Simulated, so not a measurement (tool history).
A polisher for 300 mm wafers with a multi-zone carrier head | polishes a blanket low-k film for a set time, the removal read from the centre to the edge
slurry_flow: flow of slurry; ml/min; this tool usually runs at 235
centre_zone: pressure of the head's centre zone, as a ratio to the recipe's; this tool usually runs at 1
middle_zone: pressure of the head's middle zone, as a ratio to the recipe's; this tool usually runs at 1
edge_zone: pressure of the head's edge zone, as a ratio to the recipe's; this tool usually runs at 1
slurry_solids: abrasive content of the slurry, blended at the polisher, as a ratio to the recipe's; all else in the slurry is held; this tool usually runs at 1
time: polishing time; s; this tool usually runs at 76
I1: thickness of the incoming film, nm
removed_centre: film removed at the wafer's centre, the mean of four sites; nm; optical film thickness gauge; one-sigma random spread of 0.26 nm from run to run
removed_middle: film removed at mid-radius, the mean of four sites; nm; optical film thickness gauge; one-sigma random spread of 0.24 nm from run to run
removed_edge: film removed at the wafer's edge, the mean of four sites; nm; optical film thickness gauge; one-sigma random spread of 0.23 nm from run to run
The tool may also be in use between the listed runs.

run 1 day=0 | slurry_flow=200 centre_zone=1 middle_zone=1 edge_zone=1 slurry_solids=1 time=76 | I1=671 | removed_centre=19.6 removed_middle=19.1 removed_edge=19.5
run 2 day=0.529 | slurry_flow=200 centre_zone=1 middle_zone=1 edge_zone=1 slurry_solids=1 time=76 | I1=676.3 | removed_centre=19.6 removed_middle=19.4 removed_edge=20
run 3 day=1.275 | slurry_flow=235 centre_zone=1 middle_zone=1 edge_zone=1 slurry_solids=1.15 time=76 | I1=676.7 | removed_centre=21.8 removed_middle=20.8 removed_edge=21.6
run 4 day=1.692 | slurry_flow=235 centre_zone=1 middle_zone=1 edge_zone=1 slurry_solids=1 time=76 | I1=668.1 | removed_centre=20.1 removed_middle=19.8 removed_edge=20.2
-- day=2.162 worn pad replaced by a new one
run 5 day=3.542 | slurry_flow=235 centre_zone=1 middle_zone=1 edge_zone=1 slurry_solids=1 time=76 | I1=667.3 | removed_centre=19.3 removed_middle=19.7 removed_edge=20
run 6 day=3.821 | slurry_flow=290 centre_zone=1 middle_zone=1 edge_zone=1 slurry_solids=1 time=102 | I1=664.6 | removed_centre=27.3 removed_middle=26.8 removed_edge=26.5
run 7 day=4.375 | slurry_flow=235 centre_zone=1 middle_zone=1 edge_zone=1 slurry_solids=1 time=76 | I1=675.6 | removed_centre=19.3 removed_middle=19.8 removed_edge=19.8
-- day=4.688 slurry nozzle cleaned
run 8 day=4.746 | slurry_flow=200 centre_zone=1 middle_zone=1.05 edge_zone=1 slurry_solids=1 time=76 | I1=668.6 | removed_centre=20.5 removed_middle=20.8 removed_edge=19.8
run 9 day=5.033 | slurry_flow=170 centre_zone=1 middle_zone=0.9 edge_zone=1 slurry_solids=1 time=76 | I1=676.8 | removed_centre=19.5 removed_middle=18.7 removed_edge=20.1
-- day=6.508 centre zone pressure recalibrated
-- day=7.342 edge zone pressure recalibrated
run 10 day=7.362 | slurry_flow=235 centre_zone=1 middle_zone=1 edge_zone=1 slurry_solids=1 time=76 | I1=677.2 | removed_centre=20.2 removed_middle=20.1 removed_edge=20.5
run 11 day=7.775 | slurry_flow=235 centre_zone=0.93 middle_zone=1 edge_zone=0.95 slurry_solids=1 time=64 | I1=661.8 | removed_centre=16.2 removed_middle=17.2 removed_edge=16.5
-- day=8.267 worn pad replaced by a new one
run 12 day=8.288 | slurry_flow=235 centre_zone=1 middle_zone=1 edge_zone=1.06 slurry_solids=0.9 time=49 | I1=670.5 | removed_centre=12.2 removed_middle=12.4 removed_edge=13
run 13 day=8.779 | slurry_flow=235 centre_zone=1 middle_zone=1 edge_zone=1 slurry_solids=1.25 time=76 | I1=661.9 | removed_centre=22.3 removed_middle=22.5 removed_edge=21.9
run 14 day=9.262 | slurry_flow=235 centre_zone=1.1 middle_zone=1 edge_zone=1 slurry_solids=0.7 time=76 | I1=668.8 | removed_centre=18.5 removed_middle=16.8 removed_edge=16.9
run 15 day=9.883 | slurry_flow=265 centre_zone=0.96 middle_zone=1.05 edge_zone=1 slurry_solids=1 time=76 | I1=663.9 | removed_centre=19.8 removed_middle=21.2 removed_edge=20.8
run 16 day=10.212 | slurry_flow=235 centre_zone=1 middle_zone=1.1 edge_zone=1 slurry_solids=1.25 time=94 | I1=668.3 | removed_centre=27.6 removed_middle=28.9 removed_edge=28.2
run 17 day=10.504 | slurry_flow=235 centre_zone=1.07 middle_zone=1 edge_zone=1.06 slurry_solids=1 time=76 | I1=665.9 | removed_centre=22.1 removed_middle=19.8 removed_edge=20.9
run 18 day=10.854 | slurry_flow=235 centre_zone=1 middle_zone=0.94 edge_zone=1 slurry_solids=1 time=76 | I1=674.1 | removed_centre=20.6 removed_middle=19.4 removed_edge=20.1
run 19 day=11.204 | slurry_flow=235 centre_zone=0.92 middle_zone=1 edge_zone=1.09 slurry_solids=1 time=62 | I1=682.5 | removed_centre=14.8 removed_middle=16.6 removed_edge=17.2
run 20 day=11.796 | slurry_flow=235 centre_zone=1 middle_zone=1 edge_zone=1 slurry_solids=1 time=76 | I1=664.5 | removed_centre=20.8 removed_middle=20 removed_edge=20.4
run 21 day=12.125 | slurry_flow=170 centre_zone=1 middle_zone=0.96 edge_zone=1 slurry_solids=1 time=76 | I1=661.7 | removed_centre=19.5 removed_middle=18.9 removed_edge=19.8
run 22 day=12.842 | slurry_flow=235 centre_zone=1 middle_zone=1 edge_zone=1 slurry_solids=1 time=76 | I1=668.5 | removed_centre=20.5 removed_middle=19.7 removed_edge=20.4
-- day=13.246 worn pad replaced by a new one
run 23 day=13.433 | slurry_flow=235 centre_zone=1 middle_zone=1 edge_zone=1 slurry_solids=1.25 time=76 | I1=676.9 | removed_centre=22.5 removed_middle=22.2 removed_edge=22.4

What if the next run were any one of these 3? Each begins from the tool's condition after run 23:
run A day=13.45 | slurry_flow=235 centre_zone=1 middle_zone=1 edge_zone=0.89 slurry_solids=1 time=76 | I1=662.2 | removed_centre=? removed_middle=? removed_edge=?
run B day=13.45 | slurry_flow=185 centre_zone=0.91 middle_zone=1 edge_zone=0.94 slurry_solids=1 time=52 | I1=662.2 | removed_centre=? removed_middle=? removed_edge=?
run C day=13.45 | slurry_flow=235 centre_zone=1 middle_zone=1 edge_zone=1 slurry_solids=1 time=85 | I1=662.2 | removed_centre=? removed_middle=? removed_edge=?

run=A removed_centre=20.2 removed_middle=19.6 removed_edge=19.4
run=B removed_centre=12.2 removed_middle=13 removed_edge=13.4
run=C removed_centre=22.6 removed_middle=22 removed_edge=23
Without the tool's unlogged condition, the same runs would have read:
run=A removed_centre=20.8 removed_middle=20.1 removed_edge=19.8
run=B removed_centre=12.6 removed_middle=13.4 removed_edge=13.6
run=C removed_centre=23.2 removed_middle=22.5 removed_edge=23.4

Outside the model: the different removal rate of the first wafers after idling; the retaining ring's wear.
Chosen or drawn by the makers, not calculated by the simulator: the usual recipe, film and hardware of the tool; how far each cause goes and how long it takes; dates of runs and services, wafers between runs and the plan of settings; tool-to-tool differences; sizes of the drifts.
